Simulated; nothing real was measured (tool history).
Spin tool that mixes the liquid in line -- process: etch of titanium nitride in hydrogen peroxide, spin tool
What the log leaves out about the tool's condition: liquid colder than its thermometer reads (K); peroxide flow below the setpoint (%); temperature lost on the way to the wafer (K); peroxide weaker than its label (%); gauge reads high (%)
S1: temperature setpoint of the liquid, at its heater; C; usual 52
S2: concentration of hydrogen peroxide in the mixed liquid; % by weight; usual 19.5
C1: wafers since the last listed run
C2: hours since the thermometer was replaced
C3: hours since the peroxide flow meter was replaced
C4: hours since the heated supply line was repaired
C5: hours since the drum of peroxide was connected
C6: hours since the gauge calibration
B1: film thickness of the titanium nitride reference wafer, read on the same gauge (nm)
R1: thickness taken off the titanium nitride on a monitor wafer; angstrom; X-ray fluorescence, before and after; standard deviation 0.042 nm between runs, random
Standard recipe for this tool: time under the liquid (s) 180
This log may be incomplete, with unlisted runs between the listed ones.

run 1 hour=0 | S1=52 S2=18.5 time_under_the_liquid_(s)=255 | C1=0 C2=1973.7 C3=1067.6 C4=2795.6 C5=1398.1 C6=563.7 | B1=70.01 | R1=59.5
run 2 hour=19 | S1=52 S2=18.5 time_under_the_liquid_(s)=255 | C1=192 C2=1992.7 C3=1086.6 C4=2814.6 C5=1417.1 C6=582.7 | B1=70 | R1=59.4
run 3 hour=31.5 | S1=52 S2=18.5 time_under_the_liquid_(s)=255 | C1=126 C2=2005.2 C3=1099.1 C4=2827.1 C5=1429.6 C6=595.2 | B1=70.03 | R1=59.4
run 4 hour=51 | S1=52 S2=19.5 time_under_the_liquid_(s)=180 | C1=197 C2=2024.7 C3=1118.6 C4=2846.6 C5=1449.1 C6=614.7 | B1=70.02 | R1=42.3
run 5 hour=63.6 | S1=47 S2=19.5 time_under_the_liquid_(s)=180 | C1=127 C2=2037.3 C3=1131.2 C4=2859.2 C5=1461.7 C6=627.3 | B1=69.99 | R1=29.4
run 6 hour=79.8 | S1=47 S2=19.5 time_under_the_liquid_(s)=180 | C1=164 C2=2053.5 C3=1147.4 C4=2875.4 C5=1477.9 C6=643.5 | B1=70.02 | R1=29.3
run 7 hour=104.5 | S1=47 S2=19.5 time_under_the_liquid_(s)=180 | C1=250 C2=2078.2 C3=1172.1 C4=2900.1 C5=1502.6 C6=668.2 | B1=69.97 | R1=29
-- hour=109.7 new drum of peroxide connected
-- hour=133.6 gauge calibrated
run 8 hour=134.8 | S1=52 S2=19.5 time_under_the_liquid_(s)=180 | C1=296 C2=2108.5 C3=1202.4 C4=2930.4 C5=25.1 C6=1.2 | B1=70 | R1=42
run 9 hour=161.2 | S1=52 S2=19.5 time_under_the_liquid_(s)=180 | C1=267 C2=2134.9 C3=1228.8 C4=2956.8 C5=51.5 C6=27.6 | B1=70.02 | R1=41.9
run 10 hour=197 | S1=52 S2=19.5 time_under_the_liquid_(s)=180 | C1=362 C2=2170.7 C3=1264.6 C4=2992.6 C5=87.3 C6=63.4 | B1=70 | R1=41.9
run 11 hour=212.4 | S1=52 S2=23.5 time_under_the_liquid_(s)=145 | C1=156 C2=2186.1 C3=1280 C4=3008 C5=102.7 C6=78.8 | B1=70.03 | R1=34.4
run 12 hour=248.3 | S1=44.5 S2=19.5 time_under_the_liquid_(s)=180 | C1=363 C2=2222 C3=1315.9 C4=3043.9 C5=138.6 C6=114.7 | B1=69.99 | R1=24
-- hour=252.7 peroxide flow meter replaced
run 13 hour=278.8 | S1=52 S2=17 time_under_the_liquid_(s)=180 | C1=298 C2=2252.5 C3=26.1 C4=3074.4 C5=169.1 C6=145.2 | B1=70.03 | R1=39.9
run 14 hour=309.6 | S1=52 S2=23 time_under_the_liquid_(s)=180 | C1=312 C2=2283.3 C3=56.9 C4=3105.2 C5=199.9 C6=176 | B1=70.01 | R1=43.1
run 15 hour=321.6 | S1=55.5 S2=22.5 time_under_the_liquid_(s)=180 | C1=121 C2=2295.3 C3=68.9 C4=3117.2 C5=211.9 C6=188 | B1=69.95 | R1=54
run 16 hour=340.2 | S1=52 S2=19.5 time_under_the_liquid_(s)=180 | C1=188 C2=2313.9 C3=87.5 C4=3135.8 C5=230.5 C6=206.6 | B1=70 | R1=41.4
run 17 hour=357.7 | S1=52 S2=19.5 time_under_the_liquid_(s)=180 | C1=177 C2=2331.4 C3=105 C4=3153.3 C5=248 C6=224.1 | B1=69.97 | R1=41.5
-- hour=363.3 heated supply line repaired
-- hour=376.6 thermometer replaced
run 18 hour=382.1 | S1=55 S2=21.5 time_under_the_liquid_(s)=180 | C1=227 C2=5.5 C3=129.4 C4=18.8 C5=272.4 C6=248.5 | B1=69.97 | R1=63.7
run 19 hour=417.7 | S1=49 S2=19.5 time_under_the_liquid_(s)=110 | C1=360 C2=41.1 C3=165 C4=54.4 C5=308 C6=284.1 | B1=69.99 | R1=24.9
run 20 hour=449.4 | S1=52 S2=23.5 time_under_the_liquid_(s)=180 | C1=321 C2=72.8 C3=196.7 C4=86.1 C5=339.7 C6=315.8 | B1=70 | R1=52.9
run 21 hour=485 | S1=52 S2=19.5 time_under_the_liquid_(s)=180 | C1=360 C2=108.4 C3=232.3 C4=121.7 C5=375.3 C6=351.4 | B1=69.96 | R1=50.3
run 22 hour=540.2 | S1=57 S2=13.5 time_under_the_liquid_(s)=180 | C1=559 C2=163.6 C3=287.5 C4=176.9 C5=430.5 C6=406.6 | B1=70.01 | R1=65.6
run 23 hour=573.3 | S1=43 S2=19.5 time_under_the_liquid_(s)=180 | C1=335 C2=196.7 C3=320.6 C4=210 C5=463.6 C6=439.7 | B1=70.03 | R1=25.5
run 24 hour=588.2 | S1=47.5 S2=17.5 time_under_the_liquid_(s)=210 | C1=151 C2=211.6 C3=335.5 C4=224.9 C5=478.5 C6=454.6 | B1=70.02 | R1=41.2

Hidden state or all else? Some run-to-run changes of R1, split into what the settings, what came in and random variation would give without the hidden state, and what is left for the hidden state (with any gauge scatter that isn't in both results):
Run 12 -> 13: S1 44.5 -> 52, S2 19.5 -> 17, peroxide flow meter replaced. R1 +15.9 angstrom: hidden state -3.4, all else +19.3.
Run 17 -> 18: S1 52 -> 55, S2 19.5 -> 21.5, heated supply line repaired, thermometer replaced. R1 +22.2 angstrom: hidden state +9.5, all else +12.7.
Run 18 -> 19: S1 55 -> 49, S2 21.5 -> 19.5, time under the liquid (s) 180 -> 110. R1 -38.8 angstrom: hidden state +0, all else -38.8.
Run 22 -> 23: S1 57 -> 43, S2 13.5 -> 19.5. R1 -40.1 angstrom: hidden state +0.5, all else -40.6.
